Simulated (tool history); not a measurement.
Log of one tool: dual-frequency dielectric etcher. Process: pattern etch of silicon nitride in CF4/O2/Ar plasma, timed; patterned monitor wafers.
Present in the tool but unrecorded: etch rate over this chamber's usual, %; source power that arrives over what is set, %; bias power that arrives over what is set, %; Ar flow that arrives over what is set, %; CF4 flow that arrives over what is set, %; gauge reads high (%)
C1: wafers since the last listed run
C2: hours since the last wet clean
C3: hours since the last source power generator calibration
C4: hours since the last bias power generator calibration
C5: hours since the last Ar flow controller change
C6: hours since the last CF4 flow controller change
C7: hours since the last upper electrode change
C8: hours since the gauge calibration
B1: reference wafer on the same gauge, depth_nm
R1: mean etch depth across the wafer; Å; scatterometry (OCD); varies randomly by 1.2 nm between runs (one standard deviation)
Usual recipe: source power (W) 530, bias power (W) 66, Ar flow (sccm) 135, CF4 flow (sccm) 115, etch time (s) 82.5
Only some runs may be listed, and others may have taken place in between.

run 1 day=0.000 | source_power_(W)=530 bias_power_(W)=74 Ar_flow_(sccm)=135 CF4_flow_(sccm)=115 etch_time_(s)=82.5 | C1=0 C2=212.2 C3=2267.5 C4=2145.4 C5=5261.4 C6=2347.8 C7=6256.9 C8=422.4 | B1=147.8 | R1=1923
run 2 day=0.950 | source_power_(W)=530 bias_power_(W)=74 Ar_flow_(sccm)=135 CF4_flow_(sccm)=115 etch_time_(s)=82.5 | C1=247 C2=235.0 C3=2290.3 C4=2168.2 C5=5284.2 C6=2370.6 C7=6279.7 C8=445.2 | B1=148.2 | R1=1906
run 3 day=3.821 | source_power_(W)=530 bias_power_(W)=66 Ar_flow_(sccm)=135 CF4_flow_(sccm)=115 etch_time_(s)=82.5 | C1=747 C2=303.9 C3=2359.2 C4=2237.1 C5=5353.1 C6=2439.5 C7=6348.6 C8=514.1 | B1=147.9 | R1=1808
-- day=5.292 upper electrode replaced
run 4 day=5.312 | source_power_(W)=530 bias_power_(W)=66 Ar_flow_(sccm)=135 CF4_flow_(sccm)=115 etch_time_(s)=82.5 | C1=128 C2=339.7 C3=2395.0 C4=2272.9 C5=5388.9 C6=2475.3 C7=0.5 C8=549.9 | B1=148.0 | R1=1791
run 5 day=5.329 | source_power_(W)=530 bias_power_(W)=66 Ar_flow_(sccm)=135 CF4_flow_(sccm)=115 etch_time_(s)=82.5 | C1=4 C2=340.1 C3=2395.4 C4=2273.3 C5=5389.3 C6=2475.7 C7=0.9 C8=550.3 | B1=147.7 | R1=1821
run 6 day=5.712 | source_power_(W)=530 bias_power_(W)=66 Ar_flow_(sccm)=135 CF4_flow_(sccm)=115 etch_time_(s)=82.5 | C1=99 C2=349.3 C3=2404.6 C4=2282.5 C5=5398.5 C6=2484.9 C7=10.1 C8=559.5 | B1=147.8 | R1=1813
-- day=6.633 source power generator calibrated
-- day=8.854 Ar flow controller replaced
run 7 day=8.975 | source_power_(W)=480 bias_power_(W)=66 Ar_flow_(sccm)=135 CF4_flow_(sccm)=115 etch_time_(s)=82.5 | C1=741 C2=427.6 C3=56.2 C4=2360.8 C5=2.9 C6=2563.2 C7=88.4 C8=637.8 | B1=147.8 | R1=1639
run 8 day=10.346 | source_power_(W)=450 bias_power_(W)=51 Ar_flow_(sccm)=154 CF4_flow_(sccm)=89 etch_time_(s)=82.5 | C1=357 C2=460.5 C3=89.1 C4=2393.7 C5=35.8 C6=2596.1 C7=121.3 C8=670.7 | B1=147.8 | R1=1195
run 9 day=11.388 | source_power_(W)=530 bias_power_(W)=51 Ar_flow_(sccm)=135 CF4_flow_(sccm)=102 etch_time_(s)=106.0 | C1=271 C2=485.5 C3=114.1 C4=2418.7 C5=60.8 C6=2621.1 C7=146.3 C8=695.7 | B1=147.3 | R1=1900
run 10 day=11.925 | source_power_(W)=530 bias_power_(W)=66 Ar_flow_(sccm)=135 CF4_flow_(sccm)=115 etch_time_(s)=91.0 | C1=140 C2=498.4 C3=127.0 C4=2431.6 C5=73.7 C6=2634.0 C7=159.2 C8=708.6 | B1=147.6 | R1=1960
-- day=13.442 wet clean of the chamber
run 11 day=13.462 | source_power_(W)=560 bias_power_(W)=66 Ar_flow_(sccm)=135 CF4_flow_(sccm)=115 etch_time_(s)=60.0 | C1=140 C2=0.5 C3=163.9 C4=2468.5 C5=110.6 C6=2670.9 C7=196.1 C8=745.5 | B1=147.8 | R1=1381
-- day=13.792 bias power generator calibrated
run 12 day=13.967 | source_power_(W)=530 bias_power_(W)=66 Ar_flow_(sccm)=135 CF4_flow_(sccm)=115 etch_time_(s)=82.5 | C1=87 C2=12.6 C3=176.0 C4=4.2 C5=122.7 C6=2683.0 C7=208.2 C8=757.6 | B1=147.7 | R1=1785
-- day=14.483 gauge calibrated
run 13 day=14.883 | source_power_(W)=530 bias_power_(W)=66 Ar_flow_(sccm)=135 CF4_flow_(sccm)=95 etch_time_(s)=62.5 | C1=238 C2=34.6 C3=198.0 C4=26.2 C5=144.7 C6=2705.0 C7=230.2 C8=9.6 | B1=152.2 | R1=1371
run 14 day=15.454 | source_power_(W)=530 bias_power_(W)=66 Ar_flow_(sccm)=135 CF4_flow_(sccm)=115 etch_time_(s)=58.5 | C1=148 C2=48.3 C3=211.7 C4=39.9 C5=158.4 C6=2718.7 C7=243.9 C8=23.3 | B1=151.7 | R1=1299
run 15 day=16.942 | source_power_(W)=530 bias_power_(W)=66 Ar_flow_(sccm)=135 CF4_flow_(sccm)=115 etch_time_(s)=82.5 | C1=387 C2=84.0 C3=247.4 C4=75.6 C5=194.1 C6=2754.4 C7=279.6 C8=59.0 | B1=151.1 | R1=1824
-- day=18.404 CF4 flow controller replaced
run 16 day=18.425 | source_power_(W)=450 bias_power_(W)=66 Ar_flow_(sccm)=135 CF4_flow_(sccm)=115 etch_time_(s)=82.5 | C1=321 C2=119.6 C3=283.0 C4=111.2 C5=229.7 C6=0.5 C7=315.2 C8=94.6 | B1=150.7 | R1=1528
run 17 day=19.100 | source_power_(W)=530 bias_power_(W)=66 Ar_flow_(sccm)=144 CF4_flow_(sccm)=125 etch_time_(s)=82.5 | C1=175 C2=135.8 C3=299.2 C4=127.4 C5=245.9 C6=16.7 C7=331.4 C8=110.8 | B1=150.7 | R1=1808
run 18 day=20.242 | source_power_(W)=450 bias_power_(W)=51 Ar_flow_(sccm)=154 CF4_flow_(sccm)=89 etch_time_(s)=82.5 | C1=297 C2=163.2 C3=326.6 C4=154.8 C5=273.3 C6=44.1 C7=358.8 C8=138.2 | B1=151.0 | R1=1216
run 19 day=22.533 | source_power_(W)=530 bias_power_(W)=59 Ar_flow_(sccm)=135 CF4_flow_(sccm)=115 etch_time_(s)=82.5 | C1=596 C2=218.2 C3=381.6 C4=209.8 C5=328.3 C6=99.1 C7=413.8 C8=193.2 | B1=149.8 | R1=1695
run 20 day=23.654 | source_power_(W)=530 bias_power_(W)=76 Ar_flow_(sccm)=119 CF4_flow_(sccm)=115 etch_time_(s)=66.5 | C1=291 C2=245.1 C3=408.5 C4=236.7 C5=355.2 C6=126.0 C7=440.7 C8=220.1 | B1=149.4 | R1=1641
run 21 day=24.592 | source_power_(W)=530 bias_power_(W)=66 Ar_flow_(sccm)=135 CF4_flow_(sccm)=128 etch_time_(s)=82.5 | C1=244 C2=267.6 C3=431.0 C4=259.2 C5=377.7 C6=148.5 C7=463.2 C8=242.6 | B1=149.5 | R1=1836
run 22 day=25.562 | source_power_(W)=480 bias_power_(W)=66 Ar_flow_(sccm)=135 CF4_flow_(sccm)=137 etch_time_(s)=82.5 | C1=252 C2=290.9 C3=454.3 C4=282.5 C5=401.0 C6=171.8 C7=486.5 C8=265.9 | B1=149.1 | R1=1650

Predict each of these 3 candidate next runs independently; none follows another, all start after run 22:
run A day=25.579 | source_power_(W)=530 bias_power_(W)=66 Ar_flow_(sccm)=135 CF4_flow_(sccm)=115 etch_time_(s)=82.5 | C1=4 C2=291.3 C3=454.7 C4=282.9 C5=401.4 C6=172.2 C7=486.9 C8=266.3 | B1=? | R1=?
run B day=25.579 | source_power_(W)=530 bias_power_(W)=66 Ar_flow_(sccm)=149 CF4_flow_(sccm)=135 etch_time_(s)=82.5 | C1=4 C2=291.3 C3=454.7 C4=282.9 C5=401.4 C6=172.2 C7=486.9 C8=266.3 | B1=? | R1=?
run C day=25.579 | source_power_(W)=610 bias_power_(W)=66 Ar_flow_(sccm)=120 CF4_flow_(sccm)=115 etch_time_(s)=82.5 | C1=4 C2=291.3 C3=454.7 C4=282.9 C5=401.4 C6=172.2 C7=486.9 C8=266.3 | B1=? | R1=?

run=A B1=149.8 R1=1812
run=B B1=149.8 R1=1826
run=C B1=149.8 R1=2131
Stripped of hidden state, with their random variation kept, the same runs would have yielded:
run=A R1=1844
run=B R1=1858
run=C R1=2169
